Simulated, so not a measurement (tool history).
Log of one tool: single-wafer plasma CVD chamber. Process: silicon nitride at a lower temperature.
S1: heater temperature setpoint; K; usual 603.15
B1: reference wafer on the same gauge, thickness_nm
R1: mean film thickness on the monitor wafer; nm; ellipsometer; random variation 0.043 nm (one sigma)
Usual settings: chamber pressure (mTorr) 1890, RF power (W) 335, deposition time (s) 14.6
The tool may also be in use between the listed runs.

{"run": 1, "hour": 0.0, "S1": 603.15, "chamber pressure (mTorr)": 1700, "RF power (W)": 305, "deposition time (s)": 14.6, "B1": 17.904, "R1": 18.972}
{"run": 2, "hour": 63.2, "S1": 603.15, "chamber pressure (mTorr)": 1700, "RF power (W)": 305, "deposition time (s)": 14.6, "B1": 17.898, "R1": 18.996}
{"run": 3, "hour": 104.5, "S1": 603.15, "chamber pressure (mTorr)": 1700, "RF power (W)": 305, "deposition time (s)": 14.6, "B1": 17.902, "R1": 18.961}
{"run": 4, "hour": 171.9, "S1": 603.15, "chamber pressure (mTorr)": 1890, "RF power (W)": 335, "deposition time (s)": 14.6, "B1": 17.898, "R1": 19.987}
{"run": 5, "hour": 244.2, "S1": 603.15, "chamber pressure (mTorr)": 1890, "RF power (W)": 335, "deposition time (s)": 14.6, "B1": 17.907, "R1": 20.065}
{"run": 6, "hour": 322.4, "S1": 603.15, "chamber pressure (mTorr)": 1890, "RF power (W)": 335, "deposition time (s)": 14.6, "B1": 17.889, "R1": 20.127}
{"run": 7, "hour": 400.1, "S1": 603.15, "chamber pressure (mTorr)": 1760, "RF power (W)": 335, "deposition time (s)": 14.6, "B1": 17.916, "R1": 19.72}
{"run": 8, "hour": 492.8, "S1": 603.15, "chamber pressure (mTorr)": 1890, "RF power (W)": 335, "deposition time (s)": 14.6, "B1": 17.898, "R1": 20.117}
{"run": 9, "hour": 569.5, "S1": 603.15, "chamber pressure (mTorr)": 1890, "RF power (W)": 335, "deposition time (s)": 14.6, "B1": 17.902, "R1": 20.115}
{"run": 10, "hour": 667.6, "S1": 603.15, "chamber pressure (mTorr)": 1890, "RF power (W)": 335, "deposition time (s)": 14.6, "B1": 17.9, "R1": 20.033}
{"run": 11, "hour": 769.4, "S1": 603.15, "chamber pressure (mTorr)": 1890, "RF power (W)": 375, "deposition time (s)": 14.6, "B1": 17.886, "R1": 20.85}
{"hour": 789.3, "done": "capacitance manometer re-zeroed and calibrated"}
{"hour": 800.4, "done": "showerhead replaced"}
{"run": 12, "hour": 819.7, "S1": 603.15, "chamber pressure (mTorr)": 1890, "RF power (W)": 315, "deposition time (s)": 14.6, "B1": 17.903, "R1": 18.887}
{"hour": 871.4, "done": "gauge calibrated"}
{"run": 13, "hour": 880.6, "S1": 603.15, "chamber pressure (mTorr)": 1890, "RF power (W)": 335, "deposition time (s)": 14.6, "B1": 17.896, "R1": 19.356}
{"hour": 889.8, "done": "thermocouple changed; heater temperature recalibrated"}
{"run": 14, "hour": 967.2, "S1": 613.15, "chamber pressure (mTorr)": 1890, "RF power (W)": 370, "deposition time (s)": 14.6, "B1": 17.91, "R1": 19.891}
{"run": 15, "hour": 1005.6, "S1": 603.15, "chamber pressure (mTorr)": 1450, "RF power (W)": 395, "deposition time (s)": 14.6, "B1": 17.904, "R1": 19.142}
{"run": 16, "hour": 1070.1, "S1": 590.15, "chamber pressure (mTorr)": 2200, "RF power (W)": 365, "deposition time (s)": 14.6, "B1": 17.919, "R1": 20.763}
{"hour": 1083.4, "done": "capacitance manometer re-zeroed and calibrated, repeated, since the last time left the tool worse"}
{"run": 17, "hour": 1164.0, "S1": 603.15, "chamber pressure (mTorr)": 1760, "RF power (W)": 335, "deposition time (s)": 14.6, "B1": 17.889, "R1": 19.588}
{"run": 18, "hour": 1231.6, "S1": 603.15, "chamber pressure (mTorr)": 1890, "RF power (W)": 335, "deposition time (s)": 14.6, "B1": 17.89, "R1": 19.878}
{"run": 19, "hour": 1333.0, "S1": 603.15, "chamber pressure (mTorr)": 1890, "RF power (W)": 335, "deposition time (s)": 12.8, "B1": 17.907, "R1": 17.423}
{"hour": 1364.1, "done": "RF generator calibrated"}
{"run": 20, "hour": 1420.4, "S1": 596.15, "chamber pressure (mTorr)": 1890, "RF power (W)": 355, "deposition time (s)": 12.5, "B1": 17.897, "R1": 17.424}
{"run": 21, "hour": 1495.3, "S1": 603.15, "chamber pressure (mTorr)": 1890, "RF power (W)": 335, "deposition time (s)": 16.4, "B1": 17.899, "R1": 22.309}
{"run": 22, "hour": 1595.7, "S1": 592.15, "chamber pressure (mTorr)": 2230, "RF power (W)": 370, "deposition time (s)": 14.6, "B1": 17.899, "R1": 21.417}
{"run": 23, "hour": 1702.4, "S1": 616.15, "chamber pressure (mTorr)": 1890, "RF power (W)": 365, "deposition time (s)": 15.9, "B1": 17.893, "R1": 22.329}
{"run": 24, "hour": 1804.6, "S1": 598.15, "chamber pressure (mTorr)": 1630, "RF power (W)": 275, "deposition time (s)": 13.7, "B1": 17.897, "R1": 17.053}
{"run": 25, "hour": 1902.2, "S1": 603.15, "chamber pressure (mTorr)": 1890, "RF power (W)": 335, "deposition time (s)": 14.6, "B1": 17.895, "R1": 20.083}

The tool's hidden state at each run:
wafer temperature above the value expected at the setpoint (K): 0 in every run
delivered RF power above the setpoint (%): 0 in every run
gauge reads high (%): 0 in every run
H1: true pressure above the setpoint (%)
run=1 H1=5.61
run=2 H1=5.66
run=3 H1=5.69
run=4 H1=5.74
run=5 H1=5.78
run=6 H1=5.82
run=7 H1=5.86
run=8 H1=5.9
run=9 H1=5.93
run=10 H1=5.96
run=11 H1=6
run=12 H1=-10.3
run=13 H1=-9.86
run=14 H1=-9.36
run=15 H1=-9.15
run=16 H1=-8.83
run=17 H1=0.855
run=18 H1=1.26
run=19 H1=1.8
run=20 H1=2.21
run=21 H1=2.53
run=22 H1=2.9
run=23 H1=3.24
run=24 H1=3.53
run=25 H1=3.76
